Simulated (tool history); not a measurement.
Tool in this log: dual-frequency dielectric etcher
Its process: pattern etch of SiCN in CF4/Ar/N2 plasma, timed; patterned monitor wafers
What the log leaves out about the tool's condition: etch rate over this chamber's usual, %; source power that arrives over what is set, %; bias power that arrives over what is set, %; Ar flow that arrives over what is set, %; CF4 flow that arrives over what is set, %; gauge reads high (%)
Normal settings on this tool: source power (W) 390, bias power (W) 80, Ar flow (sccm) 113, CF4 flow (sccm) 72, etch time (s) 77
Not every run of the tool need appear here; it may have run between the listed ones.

run,hour,source power (W),bias power (W),Ar flow (sccm),CF4 flow (sccm),etch time (s),wafers since the last listed run,hours since the last wet clean,hours since the last source power generator calibration,hours since the last bias power generator calibration,hours since the last Ar flow controller change,hours since the last CF4 flow controller change,hours since the last upper electrode change,hours since the gauge calibration,"read-back reference wafer on the same gauge, depth_nm",mean etch depth across the wafer (angstrom)
1,0,390,80,113,72,77,0,171.5,2205,1345.7,1489.7,4845.5,2143.2,203.3,50.4,577
2,24,390,66,113,72,77,288,195.5,2229,1369.7,1513.7,4869.5,2167.2,227.3,50.4,524
3,52.9,390,66,113,72,77,347,224.4,2257.9,1398.6,1542.6,4898.4,2196.1,256.2,50.4,525
4,85.2,390,66,113,72,77,388,256.7,2290.2,1430.9,1574.9,4930.7,2228.4,288.5,50.4,526
5,115.8,390,80,113,72,77,367,287.3,2320.8,1461.5,1605.5,4961.3,2259,319.1,50.4,578
6,128.5,390,80,113,72,77,152,300,2333.5,1474.2,1618.2,4974,2271.7,331.8,50.4,578
7,150.4,390,80,113,72,77,263,321.9,2355.4,1496.1,1640.1,4995.9,2293.6,353.7,50.4,578
8,164.4,470,80,113,59,77,168,335.9,2369.4,1510.1,1654.1,5009.9,2307.6,367.7,50.4,643
9,197.3,290,67,91,72,77,395,368.8,2402.3,1543,1687,5042.8,2340.5,400.6,50.4,451
# hour 230.3: CF4 flow controller replaced
10,230.8,390,80,113,72,77,330,402.3,2435.8,1576.5,1720.5,0.5,2374,434.1,50.4,578
# hour 312.4: source power generator calibrated
11,312.9,390,70,96,65,66,938,484.4,0.5,1658.6,1802.6,82.6,2456.1,516.2,50.4,486
# hour 320.1: gauge calibrated
# hour 326.8: Ar flow controller replaced
# hour 332.7: bias power generator calibrated
# hour 344: upper electrode replaced
# hour 346.3: wet clean of the chamber
12,375.9,390,80,113,57,77,474,29.6,63.5,43.2,49.1,145.6,31.9,55.8,50.4,574
13,409.1,430,80,113,72,77,399,62.8,96.7,76.4,82.3,178.8,65.1,89,50.4,626
14,466.2,450,63,102,72,65.5,686,119.9,153.8,133.5,139.4,235.9,122.2,146.1,50.4,496
15,478.3,390,80,113,72,77,145,132,165.9,145.6,151.5,248,134.3,158.2,50.4,584
16,527.8,390,80,113,55,77,594,181.5,215.4,195.1,201,297.5,183.8,207.7,50.4,570

Each run again, without the hidden state but with its own random variation kept:
run,mean etch depth across the wafer (angstrom)
1,587
2,533
3,535
4,535
5,587
6,587
7,587
8,653
9,458
10,586
11,476
12,575
13,628
14,498
15,586
16,574
